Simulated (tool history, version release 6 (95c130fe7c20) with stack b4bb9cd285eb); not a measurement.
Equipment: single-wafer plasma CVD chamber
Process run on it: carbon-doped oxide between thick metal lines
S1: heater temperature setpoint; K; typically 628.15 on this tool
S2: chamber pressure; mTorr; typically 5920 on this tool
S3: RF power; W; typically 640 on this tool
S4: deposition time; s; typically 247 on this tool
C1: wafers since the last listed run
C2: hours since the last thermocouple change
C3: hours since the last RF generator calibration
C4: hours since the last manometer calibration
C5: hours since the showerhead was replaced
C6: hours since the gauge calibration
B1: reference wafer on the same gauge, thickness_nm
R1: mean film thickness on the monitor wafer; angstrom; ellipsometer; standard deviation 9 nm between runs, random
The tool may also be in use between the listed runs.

run     day      S1    S2   S3   S4   C1      C2      C3      C4      C5      C6        B1        R1
  1   0.000  628.15  5920  640  247    0  1782.9   235.6   489.6  3948.8  1289.8  1472.939  14942.59
  2   2.929  628.15  5920  640  247  645  1853.2   305.9   559.9  4019.1  1360.1  1469.063  15012.11
  3   4.738  628.15  5920  640  247  398  1896.6   349.3   603.3  4062.5  1403.5  1469.515  15058.34
  4   7.571  628.15  5920  640  247  624  1964.6   417.3   671.3  4130.5  1471.5  1472.292  14926.17
  5  10.467  628.15  5920  640  247  638  2034.1   486.8   740.8  4200.0  1541.0  1471.253  14796.69
  6  13.138  623.15  5920  640  247  588  2098.2   550.9   804.9  4264.1  1605.1  1468.348  15010.72
  7  15.142  623.15  5920  640  247  441  2146.3   599.0   853.0  4312.2  1653.2  1468.117  14837.27
  8  17.779  628.15  5920  640  276  581  2209.6   662.3   916.3  4375.5  1716.5  1468.686  16523.59
  9  19.712  636.15  4860  640  247  426  2256.0   708.7   962.7  4421.9  1762.9  1469.565  14209.10
     20.388  -- gauge calibrated
 10  20.829  636.15  4860  640  247  246  2282.8   735.5   989.5  4448.7    10.6  1469.529  14094.91
 11  23.233  636.15  4860  640  247  530  2340.5   793.2  1047.2  4506.4    68.3  1468.038  14063.41
 12  24.888  628.15  5920  640  274  364  2380.2   832.9  1086.9  4546.1   108.0  1470.551  16261.89
 13  27.750  628.15  5920  640  247  631  2448.9   901.6  1155.6  4614.8   176.7  1471.239  14814.73
 14  30.654  635.15  5220  585  247  640  2518.6   971.3  1225.3  4684.5   246.4  1471.481  13915.26
 15  32.858  635.15  5330  530  286  485  2571.5  1024.2  1278.2  4737.4   299.3  1470.956  15324.68
 16  34.504  628.15  5920  590  247  362  2611.0  1063.7  1317.7  4776.9   338.8  1470.084  14177.63
     35.038  -- thermocouple changed; heater temperature recalibrated
     35.846  -- capacitance manometer re-zeroed and calibrated
 17  36.388  635.15  6430  640  247  268    32.4  1108.9    13.0  4822.1   384.0  1469.279  14568.50
 18  37.467  628.15  4960  640  265  237    58.3  1134.8    38.9  4848.0   409.9  1469.833  15458.15
 19  39.279  628.15  6830  755  217  399   101.8  1178.3    82.4  4891.5   453.4  1464.669  14120.56
     40.033  -- showerhead replaced
 20  41.683  617.15  7060  715  202  456   159.5  1236.0   140.1    39.6   511.1  1467.895  13102.59
 21  43.200  628.15  5920  640  247  334   195.9  1272.4   176.5    76.0   547.5  1470.481  14907.71
     44.583  -- RF generator calibrated
 22  45.908  628.15  5920  640  247  523   260.9    31.8   241.5   141.0   612.5  1474.521  15079.63

The next listed run, before its measurement:
 23  48.038  628.15  5920  640  247  469  312.0  82.9  292.6  192.1  663.6   ?   ?

B1: 1473.494
R1: 15133.43 angstrom
Without the tool's hidden state the same run would have given R1 15236.71 angstrom.
